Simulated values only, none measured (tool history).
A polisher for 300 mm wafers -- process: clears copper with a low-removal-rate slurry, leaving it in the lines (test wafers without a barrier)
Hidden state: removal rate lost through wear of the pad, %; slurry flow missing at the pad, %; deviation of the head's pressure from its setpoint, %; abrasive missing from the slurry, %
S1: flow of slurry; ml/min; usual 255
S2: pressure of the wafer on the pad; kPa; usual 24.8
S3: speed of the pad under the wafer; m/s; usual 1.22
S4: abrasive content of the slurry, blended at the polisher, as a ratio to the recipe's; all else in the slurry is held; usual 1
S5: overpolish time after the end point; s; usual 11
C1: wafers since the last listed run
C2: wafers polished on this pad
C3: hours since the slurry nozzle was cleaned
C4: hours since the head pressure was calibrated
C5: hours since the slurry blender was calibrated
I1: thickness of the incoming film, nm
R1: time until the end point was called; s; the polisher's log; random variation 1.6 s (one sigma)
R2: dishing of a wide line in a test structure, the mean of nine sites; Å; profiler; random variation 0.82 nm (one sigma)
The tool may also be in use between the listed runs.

run 1 hour=0 | S1=255 S2=24.8 S3=1.38 S4=1 S5=11 | C1=0 C2=3 C3=355.6 C4=423 C5=4.6 | I1=418.8 | R1=67 R2=417
run 2 hour=13.8 | S1=255 S2=24.8 S3=1.38 S4=1 S5=11 | C1=97 C2=100 C3=369.4 C4=436.8 C5=18.4 | I1=422.3 | R1=69.6 R2=422
run 3 hour=25.9 | S1=255 S2=24.8 S3=1.38 S4=1 S5=11 | C1=85 C2=186 C3=381.5 C4=448.9 C5=30.5 | I1=426 | R1=69.5 R2=422
run 4 hour=43 | S1=255 S2=24.8 S3=1.22 S4=1 S5=11 | C1=120 C2=306 C3=398.6 C4=466 C5=47.6 | I1=418 | R1=73.6 R2=389
run 5 hour=59.8 | S1=255 S2=24.8 S3=1.22 S4=1 S5=11 | C1=118 C2=425 C3=415.4 C4=482.8 C5=64.4 | I1=418.3 | R1=73.1 R2=389
run 6 hour=67.7 | S1=255 S2=24.8 S3=1.22 S4=1 S5=11 | C1=55 C2=480 C3=423.3 C4=490.7 C5=72.3 | I1=417.3 | R1=76.4 R2=400
run 7 hour=75.4 | S1=255 S2=17.9 S3=1.22 S4=1 S5=11 | C1=54 C2=534 C3=431 C4=498.4 C5=80 | I1=424.8 | R1=105.6 R2=309
run 8 hour=82.6 | S1=255 S2=17.9 S3=1.22 S4=1 S5=11 | C1=50 C2=585 C3=438.2 C4=505.6 C5=87.2 | I1=418.5 | R1=103.5 R2=313
-- hour=96.3 head pressure recalibrated
run 9 hour=100.5 | S1=255 S2=17.9 S3=1.22 S4=1 S5=11 | C1=112 C2=697 C3=456.1 C4=4.2 C5=105.1 | I1=423.9 | R1=131.9 R2=243
-- hour=108.2 worn pad replaced by a new one
run 10 hour=108.7 | S1=255 S2=24.8 S3=1.52 S4=1.1 S5=5 | C1=29 C2=3 C3=464.3 C4=12.4 C5=113.3 | I1=417.4 | R1=76.6 R2=196
run 11 hour=119.4 | S1=255 S2=30.3 S3=1.22 S4=1 S5=11 | C1=75 C2=78 C3=475 C4=23.1 C5=124 | I1=423.3 | R1=79.9 R2=377
run 12 hour=127.1 | S1=255 S2=33.8 S3=1.34 S4=1 S5=11 | C1=54 C2=133 C3=482.7 C4=30.8 C5=131.7 | I1=419 | R1=65.8 R2=449
run 13 hour=136 | S1=255 S2=24.8 S3=1.22 S4=1 S5=11 | C1=62 C2=195 C3=491.6 C4=39.7 C5=140.6 | I1=419.7 | R1=96.9 R2=316
run 14 hour=144.5 | S1=255 S2=24.8 S3=1.22 S4=1 S5=11 | C1=59 C2=255 C3=500.1 C4=48.2 C5=149.1 | I1=417.2 | R1=95 R2=319
-- hour=158.2 head pressure recalibrated, repeated, since the last time left the tool worse
run 15 hour=158.8 | S1=255 S2=24.8 S3=1.22 S4=1 S5=18 | C1=86 C2=342 C3=514.4 C4=0.6 C5=163.4 | I1=421 | R1=84.3 R2=522
-- hour=167.5 slurry nozzle cleaned
run 16 hour=175.6 | S1=255 S2=24.8 S3=1.22 S4=0.75 S5=7 | C1=111 C2=453 C3=8.1 C4=17.4 C5=180.2 | I1=426.5 | R1=89.1 R2=239
run 17 hour=187.9 | S1=255 S2=24.8 S3=1.22 S4=1 S5=11 | C1=86 C2=540 C3=20.4 C4=29.7 C5=192.5 | I1=428.9 | R1=82.4 R2=372
-- hour=205.3 worn pad replaced by a new one
run 18 hour=205.8 | S1=255 S2=24.8 S3=1.22 S4=1 S5=6 | C1=97 C2=3 C3=38.3 C4=47.6 C5=210.4 | I1=423.3 | R1=84.5 R2=223
run 19 hour=216.6 | S1=255 S2=24.8 S3=1.22 S4=1 S5=11 | C1=76 C2=79 C3=49.1 C4=58.4 C5=221.2 | I1=423.8 | R1=82.9 R2=360
run 20 hour=230.5 | S1=255 S2=24.8 S3=1.58 S4=1.15 S5=17 | C1=97 C2=177 C3=63 C4=72.3 C5=235.1 | I1=424.6 | R1=65.6 R2=606
run 21 hour=240.4 | S1=335 S2=24.8 S3=1.38 S4=0.9 S5=6 | C1=69 C2=247 C3=72.9 C4=82.2 C5=245 | I1=426 | R1=76.6 R2=246
run 22 hour=249.1 | S1=305 S2=33.1 S3=1 S4=1 S5=11 | C1=61 C2=308 C3=81.6 C4=90.9 C5=253.7 | I1=416.9 | R1=70.8 R2=399
run 23 hour=261.3 | S1=255 S2=24.8 S3=1.22 S4=1 S5=11 | C1=86 C2=394 C3=93.8 C4=103.1 C5=265.9 | I1=425.4 | R1=82.6 R2=373
run 24 hour=270.3 | S1=255 S2=24.8 S3=1.22 S4=1.15 S5=9 | C1=63 C2=458 C3=102.8 C4=112.1 C5=274.9 | I1=417.1 | R1=78.1 R2=316
run 25 hour=284.7 | S1=185 S2=21.4 S3=0.94 S4=1.2 S5=11 | C1=101 C2=559 C3=117.2 C4=126.5 C5=289.3 | I1=423.1 | R1=115.4 R2=273
run 26 hour=300.1 | S1=255 S2=24.8 S3=1.22 S4=1.15 S5=16 | C1=108 C2=668 C3=132.6 C4=141.9 C5=304.7 | I1=419.1 | R1=80.2 R2=490
run 27 hour=309.6 | S1=280 S2=24.8 S3=1.4 S4=1 S5=11 | C1=66 C2=735 C3=142.1 C4=151.4 C5=314.2 | I1=423.5 | R1=73.9 R2=411

How the hidden state differs across the entries between the runs, from the last listed run before each to the first after it:
From run 8 to run 9: head pressure recalibrated (hour 96.3)
  deviation of the head's pressure from its setpoint, %: 9.01 -> -15.6
  measured value less the no-hidden-state value, R1: -9.3 -> +20.6 s; R2: +23 -> -40 Å
From run 9 to run 10: worn pad replaced by a new one (hour 108.2)
  no hidden state differs between the two runs
  measured value less the no-hidden-state value, R1: +20.6 -> +12 s; R2: -40 -> -33 Å
From run 14 to run 15: head pressure recalibrated, repeated, since the last time left the tool worse (hour 158.2)
  deviation of the head's pressure from its setpoint, %: -15.5 -> -1.14
  measured value less the no-hidden-state value, R1: +14.7 -> +1 s; R2: -50 -> -4 Å
From run 15 to run 16: slurry nozzle cleaned (hour 167.5)
  deviation of the head's pressure from its setpoint, %: -1.14 -> -1.13
  measured value less the no-hidden-state value, R1: +1 -> +1 s; R2: -4 -> -3 Å
From run 17 to run 18: worn pad replaced by a new one (hour 205.3)
  deviation of the head's pressure from its setpoint, %: -1.11 -> -1.07
  measured value less the no-hidden-state value, R1: +0.9 -> +0.9 s; R2: -4 -> -3 Å

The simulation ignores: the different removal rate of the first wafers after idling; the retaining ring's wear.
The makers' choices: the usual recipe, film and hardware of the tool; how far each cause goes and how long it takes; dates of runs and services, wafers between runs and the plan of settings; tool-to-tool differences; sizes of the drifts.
